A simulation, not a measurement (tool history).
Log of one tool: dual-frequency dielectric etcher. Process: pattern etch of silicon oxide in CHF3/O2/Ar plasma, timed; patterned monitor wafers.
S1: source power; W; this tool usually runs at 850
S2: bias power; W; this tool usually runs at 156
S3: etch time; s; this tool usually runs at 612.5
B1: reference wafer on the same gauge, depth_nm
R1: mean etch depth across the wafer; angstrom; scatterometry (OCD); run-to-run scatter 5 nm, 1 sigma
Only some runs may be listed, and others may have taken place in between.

run 1 day=0.000 | S1=850 S2=156 S3=612.5 | B1=1281.2 | R1=13173
run 2 day=4.296 | S1=850 S2=136 S3=612.5 | B1=1281.9 | R1=12835
run 3 day=5.954 | S1=850 S2=136 S3=612.5 | B1=1279.1 | R1=12721
run 4 day=9.367 | S1=850 S2=136 S3=612.5 | B1=1280.5 | R1=12904
-- day=10.867 wet clean of the chamber
run 5 day=13.683 | S1=900 S2=156 S3=499.0 | B1=1279.2 | R1=10648
run 6 day=16.892 | S1=900 S2=156 S3=499.0 | B1=1277.6 | R1=10709
run 7 day=20.762 | S1=850 S2=156 S3=612.5 | B1=1280.7 | R1=12872
-- day=22.129 source power generator calibrated
run 8 day=22.646 | S1=850 S2=156 S3=612.5 | B1=1280.7 | R1=12939
-- day=25.904 upper electrode replaced, of another model than before
run 9 day=26.317 | S1=850 S2=156 S3=612.5 | B1=1279.6 | R1=13069
run 10 day=29.517 | S1=850 S2=156 S3=612.5 | B1=1279.8 | R1=13106
-- day=31.096 bias power generator calibrated
run 11 day=32.296 | S1=850 S2=156 S3=612.5 | B1=1280.1 | R1=13183
run 12 day=35.000 | S1=970 S2=156 S3=612.5 | B1=1279.9 | R1=14448
-- day=36.533 wet clean of the chamber
run 13 day=37.546 | S1=900 S2=156 S3=499.0 | B1=1280.1 | R1=10783
run 14 day=41.488 | S1=700 S2=144 S3=709.0 | B1=1278.8 | R1=12460
run 15 day=44.612 | S1=750 S2=137 S3=612.5 | B1=1280.4 | R1=11319
-- day=47.125 gauge calibrated
run 16 day=48.583 | S1=930 S2=134 S3=710.5 | B1=1279.4 | R1=15501
run 17 day=52.896 | S1=850 S2=156 S3=612.5 | B1=1277.5 | R1=13041
run 18 day=56.258 | S1=740 S2=141 S3=612.5 | B1=1277.4 | R1=11554
run 19 day=59.133 | S1=850 S2=156 S3=612.5 | B1=1279.3 | R1=13108
run 20 day=63.254 | S1=670 S2=156 S3=723.5 | B1=1280.8 | R1=12892
-- day=64.754 wet clean of the chamber
run 21 day=65.588 | S1=850 S2=156 S3=708.5 | B1=1279.4 | R1=14665
run 22 day=69.221 | S1=710 S2=168 S3=541.0 | B1=1281.3 | R1=9949
run 23 day=71.638 | S1=850 S2=127 S3=612.5 | B1=1280.8 | R1=12488
run 24 day=74.733 | S1=850 S2=130 S3=732.0 | B1=1281.1 | R1=14940
run 25 day=78.517 | S1=720 S2=127 S3=510.0 | B1=1280.1 | R1=9146
run 26 day=82.329 | S1=1010 S2=156 S3=612.5 | B1=1277.8 | R1=14704
run 27 day=85.096 | S1=850 S2=156 S3=612.5 | B1=1280.7 | R1=13245
run 28 day=89.100 | S1=660 S2=156 S3=732.0 | B1=1277.6 | R1=12920
-- day=91.283 wet clean of the chamber
run 29 day=93.017 | S1=730 S2=146 S3=612.5 | B1=1280.0 | R1=11157

Alternative continuations, all from the tool just after run 29; predict every row:
run A day=93.042 | S1=850 S2=156 S3=612.5 | B1=? | R1=?
run B day=93.042 | S1=730 S2=122 S3=509.0 | B1=? | R1=?
run C day=93.042 | S1=1060 S2=156 S3=612.5 | B1=? | R1=?
run D day=93.042 | S1=680 S2=168 S3=661.0 | B1=? | R1=?

run=A B1=1280.5 R1=12720
run=B B1=1280.5 R1=9011
run=C B1=1280.5 R1=14759
run=D B1=1280.5 R1=11599
Take away the tool's hidden state, keep each run's random variation, and the runs would have read:
run=A R1=12692
run=B R1=8991
run=C R1=14727
run=D R1=11574

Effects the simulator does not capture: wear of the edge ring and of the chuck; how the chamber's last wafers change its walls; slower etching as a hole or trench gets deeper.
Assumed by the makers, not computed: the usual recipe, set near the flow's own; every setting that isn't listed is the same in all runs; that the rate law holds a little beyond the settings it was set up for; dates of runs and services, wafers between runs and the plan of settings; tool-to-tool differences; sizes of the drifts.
